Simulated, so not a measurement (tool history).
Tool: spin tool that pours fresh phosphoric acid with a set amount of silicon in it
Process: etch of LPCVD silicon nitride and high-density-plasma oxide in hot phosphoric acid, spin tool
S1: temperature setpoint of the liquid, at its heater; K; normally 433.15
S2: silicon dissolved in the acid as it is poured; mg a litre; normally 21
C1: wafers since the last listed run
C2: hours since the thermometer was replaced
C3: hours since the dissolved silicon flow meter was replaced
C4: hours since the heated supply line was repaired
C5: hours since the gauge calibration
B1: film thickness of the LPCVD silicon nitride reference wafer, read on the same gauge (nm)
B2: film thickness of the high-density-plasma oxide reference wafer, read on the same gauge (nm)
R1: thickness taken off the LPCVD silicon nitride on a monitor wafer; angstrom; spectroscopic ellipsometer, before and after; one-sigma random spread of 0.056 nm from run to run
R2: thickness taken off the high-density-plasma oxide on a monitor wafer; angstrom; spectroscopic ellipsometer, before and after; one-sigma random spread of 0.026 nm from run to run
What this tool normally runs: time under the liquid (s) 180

Run 1, hour 0: usual settings; C1 0; C2 2577.4; C3 1756.9; C4 1538.8; C5 1541.8; B1 110.01; B2 149.996. Result: R1 136 angstrom, R2 4.5 angstrom.
At hour 67.6: heated supply line repaired.
Run 2, hour 91.1: usual settings but time under the liquid (s) 235; C1 551; C2 2668.5; C3 1848; C4 23.5; C5 1632.9; B1 110; B2 150.022. Result: R1 187.2 angstrom, R2 6.37 angstrom.
Run 3, hour 167.2: usual settings but time under the liquid (s) 235; C1 465; C2 2744.6; C3 1924.1; C4 99.6; C5 1709; B1 109.97; B2 149.994. Result: R1 185.8 angstrom, R2 6.73 angstrom.
Run 4, hour 270: usual settings but time under the liquid (s) 235; C1 628; C2 2847.4; C3 2026.9; C4 202.4; C5 1811.8; B1 110.01; B2 150.018. Result: R1 186.6 angstrom, R2 6.2 angstrom.
Run 5, hour 369.6: usual settings; C1 609; C2 2947; C3 2126.5; C4 302; C5 1911.4; B1 110.01; B2 149.992. Result: R1 142.3 angstrom, R2 4.89 angstrom.
Run 6, hour 434.2: usual settings; C1 395; C2 3011.6; C3 2191.1; C4 366.6; C5 1976; B1 109.98; B2 150.001. Result: R1 142.2 angstrom, R2 5.2 angstrom.
Run 7, hour 526: usual settings; C1 561; C2 3103.4; C3 2282.9; C4 458.4; C5 2067.8; B1 110.01; B2 149.981. Result: R1 141.5 angstrom, R2 4.57 angstrom.
At hour 551: dissolved silicon flow meter replaced.
Run 8, hour 614.6: usual settings but S1 432.15 K; C1 535; C2 3192; C3 63.6; C4 547; C5 2156.4; B1 110.02; B2 149.962. Result: R1 136 angstrom, R2 4.52 angstrom.
At hour 624.4: gauge calibrated.
At hour 672: thermometer replaced.
Run 9, hour 691: usual settings but S1 432.15 K; C1 461; C2 19; C3 140; C4 623.4; C5 66.6; B1 110.03; B2 149.976. Result: R1 135.5 angstrom, R2 4.79 angstrom.
Run 10, hour 766.1: usual settings but S1 435.65 K, S2 36 mg a litre, time under the liquid (s) 85; C1 459; C2 94.1; C3 215.1; C4 698.5; C5 141.7; B1 109.99; B2 149.984. Result: R1 71.9 angstrom, R2 1.39 angstrom.
Run 11, hour 804: usual settings but S2 11 mg a litre, time under the liquid (s) 280; C1 231; C2 132; C3 253; C4 736.4; C5 179.6; B1 110; B2 150.003. Result: R1 219.1 angstrom, R2 9.84 angstrom.
Run 12, hour 881.8: usual settings but S1 431.65 K, S2 12.5 mg a litre; C1 475; C2 209.8; C3 330.8; C4 814.2; C5 257.4; B1 110.01; B2 149.993. Result: R1 132.4 angstrom, R2 5.42 angstrom.
Run 13, hour 944.1: usual settings; C1 381; C2 272.1; C3 393.1; C4 876.5; C5 319.7; B1 110; B2 150.006. Result: R1 139.8 angstrom, R2 4.49 angstrom.
Run 14, hour 1209.5: usual settings but S1 435.15 K, S2 14 mg a litre; C1 1623; C2 537.5; C3 658.5; C4 1141.9; C5 585.1; B1 110; B2 150.012. Result: R1 147 angstrom, R2 5.88 angstrom.
Run 15, hour 1258.5: usual settings but S1 430.15 K, S2 6.5 mg a litre, time under the liquid (s) 115; C1 299; C2 586.5; C3 707.5; C4 1190.9; C5 634.1; B1 110; B2 149.981. Result: R1 79.2 angstrom, R2 3.24 angstrom.
At hour 1344.1: heated supply line repaired.
Run 16, hour 1366.2: usual settings; C1 652; C2 694.2; C3 815.2; C4 22.1; C5 741.8; B1 109.99; B2 149.99. Result: R1 143.4 angstrom, R2 4.78 angstrom.
Run 17, hour 1428.6: usual settings but S2 34 mg a litre; C1 381; C2 756.6; C3 877.6; C4 84.5; C5 804.2; B1 110.02; B2 149.981. Result: R1 142.4 angstrom, R2 3.04 angstrom.
Run 18, hour 1489.6: usual settings but S1 435.65 K, S2 9 mg a litre; C1 373; C2 817.6; C3 938.6; C4 145.5; C5 865.2; B1 110.03; B2 150.007. Result: R1 155.1 angstrom, R2 7.73 angstrom.
Run 19, hour 1551.4: usual settings but S1 430.15 K, S2 36.5 mg a litre, time under the liquid (s) 80; C1 377; C2 879.4; C3 1000.4; C4 207.3; C5 927; B1 110; B2 150.023. Result: R1 57.3 angstrom, R2 0.89 angstrom.

For run 20, what comes out?
Run 20, hour 1613: usual settings but S1 430.15 K, S2 36.5 mg a litre, time under the liquid (s) 80; C1 376; C2 941; C3 1062; C4 268.9; C5 988.6; B1 ?; B2 ?. Result: R1 ?, R2 ?.

Run 20 yielded B1 109.96, B2 149.97, R1 57.2 angstrom, R2 0.94 angstrom.
On a tool with no hidden condition, and with the same random variation, this run would have come out at R1 57.9 angstrom, R2 0.96 angstrom.

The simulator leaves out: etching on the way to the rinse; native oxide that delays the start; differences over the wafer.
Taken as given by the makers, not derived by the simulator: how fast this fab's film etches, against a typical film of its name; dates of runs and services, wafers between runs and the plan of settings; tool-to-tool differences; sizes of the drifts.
